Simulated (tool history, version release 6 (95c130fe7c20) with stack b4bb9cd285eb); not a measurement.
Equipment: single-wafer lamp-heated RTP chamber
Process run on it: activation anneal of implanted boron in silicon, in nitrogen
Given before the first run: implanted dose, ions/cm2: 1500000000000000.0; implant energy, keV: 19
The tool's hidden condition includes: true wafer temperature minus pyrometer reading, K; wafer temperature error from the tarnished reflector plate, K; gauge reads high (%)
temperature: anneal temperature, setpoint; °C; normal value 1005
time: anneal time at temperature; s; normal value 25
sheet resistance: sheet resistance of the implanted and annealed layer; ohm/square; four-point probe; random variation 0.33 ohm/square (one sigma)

run	hour	temperature	time	wafers since the last listed run	wafers since the last pyrometer calibration	wafers since the reflector plate was cleaned	hours since the gauge calibration	read-back reference wafer on the same gauge, sheet resistance	sheet resistance
1	0.0	1005	30	0	68	7	1035.4	107.73	90.98
2	51.4	1005	30	784	852	791	1086.8	107.60	90.70
3	81.7	1014	28	462	1314	1253	1117.1	107.57	88.52
4	123.7	986	19	640	1955	1894	1159.1	107.50	100.15
5	166.6	1005	25	654	2609	2548	1202.0	107.50	91.03
6	195.0	1005	25	433	3042	2981	1230.4	107.53	91.01
7	258.0	1005	25	961	4003	3942	1293.4	107.66	90.65
8	318.1	1005	25	916	4920	4859	1353.5	107.48	90.76
9	394.1	1005	25	1159	6080	6018	1429.5	107.46	91.05
10	435.0	1005	25	623	6703	6642	1470.4	107.36	91.59
# hour 452.5: reflector plate cleaned
11	489.6	1005	36	710	7414	566	1525.0	107.38	89.89
# hour 537.7: pyrometer window cleaned and pyrometer calibrated
12	557.2	1005	31	909	296	1475	1592.6	107.44	90.00
13	609.8	1005	31	802	1099	2278	1645.2	107.30	90.47
14	789.5	998	25	2741	3840	5019	1824.9	107.12	93.43
15	836.5	998	25	716	4557	5736	1871.9	107.21	92.69
16	868.5	1005	25	488	5045	6224	1903.9	107.52	90.99
17	916.5	1005	35	732	5777	6956	1951.9	107.25	89.51
# hour 942.0: reflector plate cleaned
18	983.1	997	33	893	6671	627	2018.5	107.36	92.18
# hour 1007.0: pyrometer window cleaned and pyrometer calibrated
19	1015.1	1030	25	366	123	993	2050.5	107.09	86.22
# hour 1042.3: gauge calibrated
20	1068.9	1005	14	820	943	1813	26.6	108.95	93.86
21	1140.7	1025	18	1095	2038	2909	98.4	108.84	88.72
22	1199.3	1005	25	893	2932	3803	157.0	108.44	92.01
23	1269.1	1034	25	1064	3997	4867	226.8	108.15	86.45
24	1317.6	992	30	739	4737	5607	275.3	108.24	95.03
# hour 1426.3: reflector plate cleaned
25	1469.8	1005	25	2199	6937	663	427.5	107.84	91.16
26	1507.3	1005	39	572	7509	1235	465.0	107.71	89.66
# hour 1575.1: pyrometer window cleaned and pyrometer calibrated
27	1610.7	1017	37	1455	543	2690	568.4	107.78	87.47
28	1673.3	1028	36	954	1498	3645	631.0	107.53	85.45
29	1733.8	978	25	922	2421	4568	691.5	107.35	102.73
30	1858.6	1005	25	1903	4325	6472	816.3	107.15	90.41
31	1883.8	1005	25	384	4709	6856	841.5	107.28	90.79
32	1930.7	991	25	715	5425	7572	888.4	107.05	95.78
33	1969.3	1034	34	588	6013	8161	927.0	107.31	84.74
# hour 1979.6: reflector plate cleaned
34	2005.5	1023	31	430	6444	395	963.2	107.06	86.13
35	2035.9	1016	34	463	6907	859	993.6	107.27	86.97
36	2107.0	1028	20	1084	7992	1943	1064.7	106.75	86.57
# hour 2133.6: pyrometer window cleaned and pyrometer calibrated
37	2232.7	1005	25	1795	1511	3739	1190.4	106.89	90.43

Below are 3 alternative next runs, each starting from the tool's condition after run 37. Predict each:
A	2233.1	1005	17	6	1517	3745	1190.8	?	?
B	2233.1	1032	19	6	1517	3745	1190.8	?	?
C	2233.1	977	33	6	1517	3745	1190.8	?	?

run	read-back reference wafer on the same gauge, sheet resistance	sheet resistance
A	106.98	91.34
B	106.98	85.65
C	106.98	100.25
Without the tool's hidden state the same runs would have given:
run	sheet resistance
A	93.45
B	87.63
C	102.57
